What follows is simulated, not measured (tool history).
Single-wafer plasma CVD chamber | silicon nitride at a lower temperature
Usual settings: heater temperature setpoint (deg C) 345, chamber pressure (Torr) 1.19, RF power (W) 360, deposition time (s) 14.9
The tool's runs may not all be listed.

| run | day | heater temperature setpoint (deg C) | chamber pressure (Torr) | RF power (W) | deposition time (s) | read-back reference wafer on the same gauge, thickness_nm | mean film thickness on the monitor wafer (nm) |
|---|---|---|---|---|---|---|---|
| 1 | 0.000 | 341 | 1.10 | 360 | 14.9 | 20.691 | 17.420 |
| 2 | 3.942 | 341 | 1.10 | 360 | 14.9 | 20.697 | 17.281 |
| 3 | 6.858 | 335 | 1.19 | 360 | 14.9 | 20.714 | 17.743 |
| 4 | 9.188 | 335 | 1.19 | 360 | 14.9 | 20.709 | 17.655 |
| 5 | 11.579 | 335 | 1.19 | 360 | 14.9 | 20.705 | 17.722 |
| 6 | 13.829 | 345 | 1.19 | 360 | 14.9 | 20.715 | 17.709 |
| 7 | 15.783 | 345 | 1.19 | 360 | 14.9 | 20.721 | 17.796 |
| 8 | 18.812 | 345 | 1.19 | 360 | 14.9 | 20.704 | 17.749 |
| 9 | 23.300 | 345 | 1.19 | 360 | 14.9 | 20.732 | 17.733 |
| 10 | 26.804 | 345 | 1.19 | 360 | 14.9 | 20.692 | 17.805 |
| 11 | 29.371 | 345 | 1.19 | 330 | 14.9 | 20.690 | 16.482 |
| 12 | 31.388 | 345 | 1.19 | 360 | 14.9 | 20.723 | 17.719 |
| 13 | 34.138 | 345 | 1.19 | 360 | 14.9 | 20.696 | 17.756 |
|  | 35.017 | showerhead replaced |
|  | 36.600 | RF generator calibrated |
| 14 | 37.604 | 332 | 1.03 | 295 | 12.0 | 20.696 | 11.672 |
| 15 | 40.679 | 345 | 1.19 | 360 | 14.9 | 20.714 | 17.731 |
|  | 42.650 | thermocouple changed; heater temperature recalibrated |
|  | 44.208 | gauge calibrated |
|  | 44.238 | capacitance manometer re-zeroed and calibrated |
| 16 | 44.775 | 345 | 0.94 | 360 | 14.9 | 20.679 | 16.423 |
| 17 | 47.029 | 345 | 1.19 | 390 | 17.7 | 20.716 | 21.997 |
| 18 | 48.900 | 345 | 1.19 | 360 | 14.9 | 20.689 | 17.476 |
| 19 | 52.625 | 345 | 1.32 | 360 | 12.2 | 20.718 | 14.551 |
| 20 | 55.379 | 340 | 1.00 | 330 | 17.7 | 20.686 | 18.501 |
| 21 | 56.971 | 345 | 1.19 | 360 | 13.3 | 20.697 | 15.657 |
| 22 | 58.525 | 345 | 1.19 | 360 | 17.1 | 20.706 | 20.062 |
| 23 | 60.558 | 345 | 1.05 | 360 | 14.9 | 20.702 | 16.807 |
| 24 | 64.175 | 331 | 1.43 | 290 | 14.9 | 20.716 | 15.162 |
| 25 | 68.542 | 345 | 1.19 | 360 | 14.9 | 20.722 | 17.489 |
| 26 | 70.200 | 345 | 1.19 | 405 | 14.9 | 20.712 | 19.126 |
| 27 | 72.929 | 345 | 1.19 | 415 | 14.9 | 20.710 | 19.295 |

The next listed run, before its measurement:
| 28 | 77.038 | 345 | 1.19 | 315 | 14.9 | ? | ? |

read-back reference wafer on the same gauge, thickness_nm: 20.673
mean film thickness on the monitor wafer (nm): 15.526
Without the tool's hidden state the same run would have given mean film thickness on the monitor wafer (nm) 15.522.
